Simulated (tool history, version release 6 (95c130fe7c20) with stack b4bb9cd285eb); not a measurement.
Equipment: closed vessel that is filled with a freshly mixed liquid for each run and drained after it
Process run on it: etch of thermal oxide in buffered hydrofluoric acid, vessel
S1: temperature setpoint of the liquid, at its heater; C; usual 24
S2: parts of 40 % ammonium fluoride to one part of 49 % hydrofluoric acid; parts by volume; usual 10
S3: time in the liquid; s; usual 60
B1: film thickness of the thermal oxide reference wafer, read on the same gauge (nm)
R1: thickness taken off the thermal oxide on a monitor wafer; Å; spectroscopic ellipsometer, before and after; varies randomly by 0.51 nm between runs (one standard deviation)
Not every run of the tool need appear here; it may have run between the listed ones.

| run | day | S1 | S2 | S3 | B1 | R1 |
|---|---|---|---|---|---|---|
| 1 | 0 | 25.5 | 10 | 60 | 40.01 | 748.6 |
| 2 | 1.312 | 24 | 10 | 60 | 40 | 685.1 |
|  | 2.138 | hydrofluoric acid flow meter replaced |
| 3 | 3.679 | 24 | 10 | 60 | 40.02 | 680.5 |
| 4 | 4.596 | 24 | 10 | 80 | 40.01 | 908.6 |
| 5 | 5.804 | 24 | 10 | 60 | 40 | 672.2 |
| 6 | 6.646 | 24 | 10 | 60 | 40 | 678.4 |
| 7 | 7.271 | 24 | 10 | 60 | 40 | 682.4 |
| 8 | 8.579 | 24 | 10 | 60 | 40 | 683.4 |
| 9 | 12.875 | 24 | 10 | 60 | 40 | 691.8 |
| 10 | 13.933 | 24 | 10 | 60 | 39.99 | 674.3 |
| 11 | 14.821 | 24 | 11 | 40 | 39.99 | 417.1 |
| 12 | 16.025 | 24 | 11 | 40 | 40.01 | 411.2 |
|  | 16.4 | gauge calibrated |
| 13 | 17.479 | 24 | 11 | 40 | 40.01 | 413.7 |
| 14 | 18.875 | 24 | 10 | 60 | 39.99 | 691.3 |
| 15 | 19.742 | 24 | 9 | 75 | 40 | 918.6 |
| 16 | 20.829 | 26 | 11 | 30 | 40 | 345.6 |
| 17 | 21.362 | 24 | 10 | 60 | 40 | 685 |
|  | 22.012 | hydrofluoric acid flow meter replaced |
| 18 | 22.775 | 24 | 10 | 60 | 40.01 | 685.8 |
| 19 | 23.425 | 26.5 | 12.5 | 70 | 40.01 | 736.6 |
| 20 | 24.646 | 27 | 10 | 60 | 40.01 | 806 |
|  | 25.329 | thermometer replaced |
| 21 | 25.588 | 19.5 | 13 | 75 | 39.99 | 507.5 |
| 22 | 26.721 | 22.5 | 10 | 60 | 40 | 631.5 |
| 23 | 27.667 | 24 | 10 | 60 | 39.99 | 693.9 |
| 24 | 29.025 | 24 | 10 | 60 | 39.99 | 682.7 |
| 25 | 29.675 | 26.5 | 11.5 | 45 | 40.01 | 511.5 |
| 26 | 30.646 | 25.5 | 6 | 30 | 40.01 | 599.7 |
| 27 | 31.358 | 26.5 | 8.5 | 80 | 39.99 | 1189.1 |
| 28 | 32.15 | 20.5 | 10 | 35 | 39.99 | 328.7 |
| 29 | 33.167 | 24 | 11 | 60 | 39.99 | 622.3 |
| 30 | 33.917 | 24 | 10 | 60 | 40.01 | 681.9 |
| 31 | 34.938 | 25.5 | 11 | 35 | 40.01 | 392.9 |

Here are 4 independent what-if runs from the current tool condition. What would each one return?
| A | 34.967 | 24 | 10 | 60 | ? | ? |
| B | 34.967 | 24 | 7 | 40 | ? | ? |
| C | 34.967 | 24 | 12.5 | 75 | ? | ? |
| D | 34.967 | 19.5 | 13.5 | 35 | ? | ? |

| run | B1 | R1 |
|---|---|---|
| A | 39.99 | 683.2 |
| B | 39.99 | 638.8 |
| C | 39.99 | 687 |
| D | 39.99 | 231.7 |
The same runs, with their run-to-run variation unchanged, on a tool lacking any hidden condition would have given:
| run | R1 |
|---|---|
| A | 683.2 |
| B | 638.8 |
| C | 687 |
| D | 231.7 |
